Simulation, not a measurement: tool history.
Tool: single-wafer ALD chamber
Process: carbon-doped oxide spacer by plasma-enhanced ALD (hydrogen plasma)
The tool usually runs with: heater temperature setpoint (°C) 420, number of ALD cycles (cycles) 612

run   hour  heater temperature setpoint (°C)  number of ALD cycles (cycles)  wafers since the last listed run  hours since the last thermocouple change  hours since the gauge calibration  read-back reference wafer on the same gauge, thickness_nm  mean film thickness on the monitor wafer (Å)
  1    0.0                               416                            612                                 0                                    1968.7                                7.7                                                     30.204                                        330.47
  2   10.5                               416                            612                                 6                                    1979.2                               18.2                                                     30.187                                        330.72
  3   17.4                               416                            612                                 4                                    1986.1                               25.1                                                     30.208                                        330.65
  4   33.9                               420                            678                                10                                    2002.6                               41.6                                                     30.196                                        362.66
  5   48.1                               420                            678                                 8                                    2016.8                               55.8                                                     30.192                                        362.48
  6   65.1                               420                            612                                10                                    2033.8                               72.8                                                     30.207                                        326.91
      83.8  -- thermocouple changed; heater temperature recalibrated
  7   84.3                               420                            612                                 6                                       0.5                               92.0                                                     30.203                                        326.69
  8   93.7                               420                            612                                 5                                       9.9                              101.4                                                     30.196                                        328.78
  9  102.2                               411                            567                                 5                                      18.4                              109.9                                                     30.204                                        311.29
 10  110.3                               420                            678                                 4                                      26.5                              118.0                                                     30.201                                        363.27

Predict the results of run 11:
 11  118.5                               407                            559                                 5                                      34.7                              126.2                                                          ?                                             ?

Run 11 came out at read-back reference wafer on the same gauge, thickness_nm 30.198, mean film thickness on the monitor wafer (Å) 309.72.
Without the tool's hidden state the same run would have given mean film thickness on the monitor wafer (Å) 309.72.
